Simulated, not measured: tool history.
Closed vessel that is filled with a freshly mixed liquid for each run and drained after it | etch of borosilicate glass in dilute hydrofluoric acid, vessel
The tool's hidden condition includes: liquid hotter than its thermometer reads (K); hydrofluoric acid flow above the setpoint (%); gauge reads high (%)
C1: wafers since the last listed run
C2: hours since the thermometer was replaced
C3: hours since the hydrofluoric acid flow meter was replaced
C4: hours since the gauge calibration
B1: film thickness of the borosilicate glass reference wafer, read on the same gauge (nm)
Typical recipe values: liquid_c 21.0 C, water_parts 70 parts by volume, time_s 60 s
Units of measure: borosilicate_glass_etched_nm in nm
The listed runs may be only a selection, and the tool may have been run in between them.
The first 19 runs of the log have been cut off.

{"run": 20, "hour": 428.7, "liquid_c": 25.5, "water_parts": 85, "time_s": 60, "C1": 3462, "C2": 408.0, "C3": 64.0, "C4": 131.3, "B1": 40.02, "borosilicate_glass_etched_nm": 34.0}
{"run": 21, "hour": 445.1, "liquid_c": 21.0, "water_parts": 70, "time_s": 60, "C1": 1276, "C2": 424.4, "C3": 80.4, "C4": 147.7, "B1": 39.98, "borosilicate_glass_etched_nm": 34.98}
{"run": 22, "hour": 466.0, "liquid_c": 21.0, "water_parts": 70, "time_s": 60, "C1": 1626, "C2": 445.3, "C3": 101.3, "C4": 168.6, "B1": 40.0, "borosilicate_glass_etched_nm": 35.12}
{"hour": 472.6, "done": "thermometer replaced"}
{"run": 23, "hour": 492.7, "liquid_c": 21.0, "water_parts": 70, "time_s": 45, "C1": 1999, "C2": 20.1, "C3": 128.0, "C4": 195.3, "B1": 40.04, "borosilicate_glass_etched_nm": 26.37}
{"run": 24, "hour": 510.0, "liquid_c": 17.0, "water_parts": 45, "time_s": 80, "C1": 1346, "C2": 37.4, "C3": 145.3, "C4": 212.6, "B1": 39.96, "borosilicate_glass_etched_nm": 62.79}
{"run": 25, "hour": 543.9, "liquid_c": 18.5, "water_parts": 105, "time_s": 60, "C1": 2637, "C2": 71.3, "C3": 179.2, "C4": 246.5, "B1": 40.01, "borosilicate_glass_etched_nm": 20.17}
{"run": 26, "hour": 568.5, "liquid_c": 24.0, "water_parts": 90, "time_s": 60, "C1": 1914, "C2": 95.9, "C3": 203.8, "C4": 271.1, "B1": 40.05, "borosilicate_glass_etched_nm": 29.87}
{"run": 27, "hour": 601.8, "liquid_c": 21.0, "water_parts": 80, "time_s": 60, "C1": 2591, "C2": 129.2, "C3": 237.1, "C4": 304.4, "B1": 40.03, "borosilicate_glass_etched_nm": 30.28}
{"run": 28, "hour": 630.4, "liquid_c": 18.5, "water_parts": 80, "time_s": 60, "C1": 2225, "C2": 157.8, "C3": 265.7, "C4": 333.0, "B1": 40.01, "borosilicate_glass_etched_nm": 27.05}
{"run": 29, "hour": 653.2, "liquid_c": 21.0, "water_parts": 50, "time_s": 60, "C1": 1774, "C2": 180.6, "C3": 288.5, "C4": 355.8, "B1": 40.01, "borosilicate_glass_etched_nm": 50.43}
{"run": 30, "hour": 667.8, "liquid_c": 21.0, "water_parts": 70, "time_s": 30, "C1": 1136, "C2": 195.2, "C3": 303.1, "C4": 370.4, "B1": 39.97, "borosilicate_glass_etched_nm": 17.59}

4 options for the next run, each taken on its own from the tool as it stands now. Forecast them:
{"run": "A", "hour": 668.5, "liquid_c": 24.0, "water_parts": 70, "time_s": 60, "C1": 54, "C2": 195.9, "C3": 303.8, "C4": 371.1, "B1": "?", "borosilicate_glass_etched_nm": "?"}
{"run": "B", "hour": 668.5, "liquid_c": 17.0, "water_parts": 45, "time_s": 70, "C1": 54, "C2": 195.9, "C3": 303.8, "C4": 371.1, "B1": "?", "borosilicate_glass_etched_nm": "?"}
{"run": "C", "hour": 668.5, "liquid_c": 26.0, "water_parts": 70, "time_s": 60, "C1": 54, "C2": 195.9, "C3": 303.8, "C4": 371.1, "B1": "?", "borosilicate_glass_etched_nm": "?"}
{"run": "D", "hour": 668.5, "liquid_c": 17.0, "water_parts": 70, "time_s": 60, "C1": 54, "C2": 195.9, "C3": 303.8, "C4": 371.1, "B1": "?", "borosilicate_glass_etched_nm": "?"}

run=A B1=40.02 borosilicate_glass_etched_nm=39.59
run=B B1=40.02 borosilicate_glass_etched_nm=55.15
run=C B1=40.02 borosilicate_glass_etched_nm=42.90
run=D B1=40.02 borosilicate_glass_etched_nm=29.56
What these runs would have given with no unlogged condition in the tool:
run=A borosilicate_glass_etched_nm=39.59
run=B borosilicate_glass_etched_nm=55.15
run=C borosilicate_glass_etched_nm=42.90
run=D borosilicate_glass_etched_nm=29.56
